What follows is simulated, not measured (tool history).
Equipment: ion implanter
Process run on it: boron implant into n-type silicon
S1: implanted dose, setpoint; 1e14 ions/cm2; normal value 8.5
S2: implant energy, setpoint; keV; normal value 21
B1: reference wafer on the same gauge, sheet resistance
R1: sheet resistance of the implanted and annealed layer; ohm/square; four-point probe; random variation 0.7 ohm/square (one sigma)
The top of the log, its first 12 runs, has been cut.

run    hour     S1    S2      B1      R1
 13   825.7  10.47    21  137.03  110.04
 14   893.5  10.47    21  136.39  109.82
 15     965    8.5    21  136.86  130.77
 16  1029.3    8.5    21  135.91  129.55
     1062.8  -- gauge calibrated
 17  1073.4   9.56    26  139.49  118.49
 18  1127.4   9.35    17  139.61  124.74
 19  1183.3  10.97  27.5  139.45   104.7
 20  1217.6    8.5    21  139.47  134.02
 21  1257.6    7.4    19  139.19  152.32
 22  1297.1   7.72    21  139.22  143.88
 23  1343.2  10.13  14.5  138.61  117.38
     1376.5  -- extraction supply calibrated
 24    1377   7.27  14.5  138.84  157.31
 25  1426.9  10.75    26  138.28  106.38
 26  1465.7    8.5    21  138.37  133.18
 27  1527.2   6.16    21  138.25  173.24
 28  1598.3    8.5    21  137.95   132.9
 29  1647.9   6.26    25  137.84  166.84
 30  1681.9   6.97    24  137.12  152.91
 31  1706.4    8.5    21  137.44  131.33
 32  1735.7   6.42    21  137.34  168.11
 33  1781.5   7.36    23  137.09  148.84

3 ways to go on from here, each from the tool as it stands after run 33. What would each give?
  A  1781.9  8.5  16   ?   ?
  B  1781.9   10  14   ?   ?
  C  1781.9  8.5  17   ?   ?

run      B1      R1
  A  136.92   133.9
  B  136.92  117.26
  C  136.92  133.29
What these runs would have given with no unlogged condition in the tool:
run      R1
  A  136.69
  B   119.7
  C  136.07

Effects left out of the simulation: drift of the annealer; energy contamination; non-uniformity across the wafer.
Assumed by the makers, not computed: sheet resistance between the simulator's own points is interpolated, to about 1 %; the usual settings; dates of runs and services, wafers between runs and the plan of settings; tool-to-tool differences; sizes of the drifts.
